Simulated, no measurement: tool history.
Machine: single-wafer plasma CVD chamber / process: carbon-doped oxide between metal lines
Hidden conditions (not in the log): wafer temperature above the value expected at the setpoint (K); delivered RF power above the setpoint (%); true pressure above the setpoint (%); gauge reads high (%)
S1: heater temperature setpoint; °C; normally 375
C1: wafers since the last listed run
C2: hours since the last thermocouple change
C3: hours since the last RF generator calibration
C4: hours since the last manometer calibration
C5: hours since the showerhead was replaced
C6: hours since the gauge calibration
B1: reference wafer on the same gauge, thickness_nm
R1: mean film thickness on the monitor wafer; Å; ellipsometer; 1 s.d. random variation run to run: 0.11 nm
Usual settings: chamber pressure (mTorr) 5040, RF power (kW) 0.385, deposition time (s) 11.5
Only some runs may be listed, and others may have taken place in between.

Run 1, day 0: usual settings; C1 0; C2 944; C3 1250.9; C4 515.5; C5 5902.4; C6 3507.6; B1 54.779. Result: R1 475.68 Å.
Run 2, day 4.296: usual settings; C1 2552; C2 1047.1; C3 1354; C4 618.6; C5 6005.5; C6 3610.7; B1 54.793. Result: R1 474.08 Å.
Run 3, day 7.379: usual settings; C1 1832; C2 1121.1; C3 1428; C4 692.6; C5 6079.5; C6 3684.7; B1 54.771. Result: R1 474.82 Å.
Run 4, day 9.625: usual settings; C1 1334; C2 1175; C3 1481.9; C4 746.5; C5 6133.4; C6 3738.6; B1 54.873. Result: R1 473.87 Å.
At day 9.762: gauge calibrated.
Run 5, day 20.279: usual settings; C1 6330; C2 1430.7; C3 1737.6; C4 1002.2; C5 6389.1; C6 252.4; B1 54.826. Result: R1 475.06 Å.
Run 6, day 22.15: usual settings but S1 389 °C; C1 1111; C2 1475.6; C3 1782.5; C4 1047.1; C5 6434; C6 297.3; B1 54.766. Result: R1 460.73 Å.
At day 26.162: showerhead replaced.
Run 7, day 27.971: usual settings but RF power (kW) 0.325; C1 3260; C2 1615.3; C3 1922.2; C4 1186.8; C5 43.4; C6 437; B1 54.802. Result: R1 431.3 Å.
Run 8, day 31.196: usual settings but S1 363 °C, chamber pressure (mTorr) 5710, RF power (kW) 0.34, deposition time (s) 9.7; C1 1916; C2 1692.7; C3 1999.6; C4 1264.2; C5 120.8; C6 514.4; B1 54.815. Result: R1 388.5 Å.
At day 33.317: thermocouple changed; heater temperature recalibrated.
Run 9, day 35.433: usual settings; C1 2319; C2 50.8; C3 2101.3; C4 1365.9; C5 222.5; C6 616.1; B1 54.794. Result: R1 467.79 Å.
Run 10, day 39.846: usual settings but chamber pressure (mTorr) 5660; C1 2621; C2 156.7; C3 2207.2; C4 1471.8; C5 328.4; C6 722; B1 54.792. Result: R1 477.07 Å.
Run 11, day 42.212: usual settings but S1 370 °C, chamber pressure (mTorr) 4590, RF power (kW) 0.435, deposition time (s) 13.1; C1 1406; C2 213.5; C3 2264; C4 1528.6; C5 385.2; C6 778.8; B1 54.774. Result: R1 571.24 Å.
Run 12, day 45.842: usual settings; C1 2156; C2 300.6; C3 2351.1; C4 1615.7; C5 472.3; C6 865.9; B1 54.776. Result: R1 465.5 Å.
At day 46.767: RF generator calibrated.
Run 13, day 47.538: usual settings but S1 387 °C, chamber pressure (mTorr) 5860, RF power (kW) 0.36; C1 809; C2 341.3; C3 18.5; C4 1656.4; C5 513; C6 906.6; B1 54.792. Result: R1 453.86 Å.
Run 14, day 51.121: usual settings but deposition time (s) 12.1; C1 2129; C2 427.3; C3 104.5; C4 1742.4; C5 599; C6 992.6; B1 54.785. Result: R1 499.07 Å.
Run 15, day 53.267: usual settings but S1 388 °C, chamber pressure (mTorr) 4330, RF power (kW) 0.315; C1 1275; C2 478.8; C3 156; C4 1793.9; C5 650.5; C6 1044.1; B1 54.849. Result: R1 405.44 Å.
At day 53.921: capacitance manometer re-zeroed and calibrated.
Run 16, day 57.575: usual settings but chamber pressure (mTorr) 5700; C1 2361; C2 582.2; C3 259.4; C4 87.7; C5 753.9; C6 1147.5; B1 54.875. Result: R1 483.54 Å.
Run 17, day 60.488: usual settings but RF power (kW) 0.435; C1 1730; C2 652.1; C3 329.3; C4 157.6; C5 823.8; C6 1217.4; B1 54.807. Result: R1 511 Å.
Run 18, day 63.25: usual settings but S1 366 °C, chamber pressure (mTorr) 4680, RF power (kW) 0.325, deposition time (s) 13.1; C1 1641; C2 718.4; C3 395.6; C4 223.9; C5 890.1; C6 1283.7; B1 54.811. Result: R1 494.79 Å.
Run 19, day 64.792: usual settings but S1 364 °C, chamber pressure (mTorr) 5690, RF power (kW) 0.335, deposition time (s) 9.4; C1 916; C2 755.4; C3 432.6; C4 260.9; C5 927.1; C6 1320.7; B1 54.797. Result: R1 372.56 Å.
Run 20, day 67.596: usual settings but S1 380 °C, chamber pressure (mTorr) 6090, RF power (kW) 0.335, deposition time (s) 10.4; C1 1666; C2 822.7; C3 499.9; C4 328.2; C5 994.4; C6 1388; B1 54.779. Result: R1 402.5 Å.
Run 21, day 71.9: usual settings but chamber pressure (mTorr) 4430; C1 2557; C2 926; C3 603.2; C4 431.5; C5 1097.7; C6 1491.3; B1 54.751. Result: R1 469.99 Å.
Run 22, day 75.079: usual settings but S1 390 °C, chamber pressure (mTorr) 4170, deposition time (s) 9.9; C1 1888; C2 1002.3; C3 679.5; C4 507.8; C5 1174; C6 1567.6; B1 54.852. Result: R1 390.62 Å.
Run 23, day 78.838: usual settings but RF power (kW) 0.45; C1 2233; C2 1092.5; C3 769.7; C4 598; C5 1264.2; C6 1657.8; B1 54.841. Result: R1 519.74 Å.
Run 24, day 82.708: usual settings but S1 380 °C; C1 2299; C2 1185.4; C3 862.6; C4 690.9; C5 1357.1; C6 1750.7; B1 54.798. Result: R1 471.72 Å.
Run 25, day 85.096: usual settings but chamber pressure (mTorr) 5550, RF power (kW) 0.335; C1 1418; C2 1242.7; C3 919.9; C4 748.2; C5 1414.4; C6 1808; B1 54.823. Result: R1 444.61 Å.
Run 26, day 88.188: usual settings; C1 1837; C2 1316.9; C3 994.1; C4 822.4; C5 1488.6; C6 1882.2; B1 54.795. Result: R1 475.56 Å.
Run 27, day 90.896: usual settings but S1 368 °C; C1 1609; C2 1381.9; C3 1059.1; C4 887.4; C5 1553.6; C6 1947.2; B1 54.836. Result: R1 481.07 Å.
Run 28, day 95.133: usual settings but chamber pressure (mTorr) 4430; C1 2517; C2 1483.6; C3 1160.8; C4 989.1; C5 1655.3; C6 2048.9; B1 54.825. Result: R1 469.81 Å.

4 options for the next run, each taken on its own from the tool as it stands now. Forecast them:
Run A, day 95.15: usual settings but chamber pressure (mTorr) 3960; C1 9; C2 1484; C3 1161.2; C4 989.5; C5 1655.7; C6 2049.3; B1 ?. Result: R1 ?.
Run B, day 95.15: usual settings but chamber pressure (mTorr) 5370; C1 9; C2 1484; C3 1161.2; C4 989.5; C5 1655.7; C6 2049.3; B1 ?. Result: R1 ?.
Run C, day 95.15: usual settings but S1 382 °C, chamber pressure (mTorr) 5780, RF power (kW) 0.355, deposition time (s) 13.2; C1 9; C2 1484; C3 1161.2; C4 989.5; C5 1655.7; C6 2049.3; B1 ?. Result: R1 ?.
Run D, day 95.15: usual settings but deposition time (s) 13.3; C1 9; C2 1484; C3 1161.2; C4 989.5; C5 1655.7; C6 2049.3; B1 ?. Result: R1 ?.

run      B1      R1
  A  54.823  463.35
  B  54.823  480.42
  C  54.823  521.51
  D  54.823  549.98
With no hidden state in the tool, these same runs would have given:
run      R1
  A  461.34
  B  478.33
  C  519.47
  D  547.59
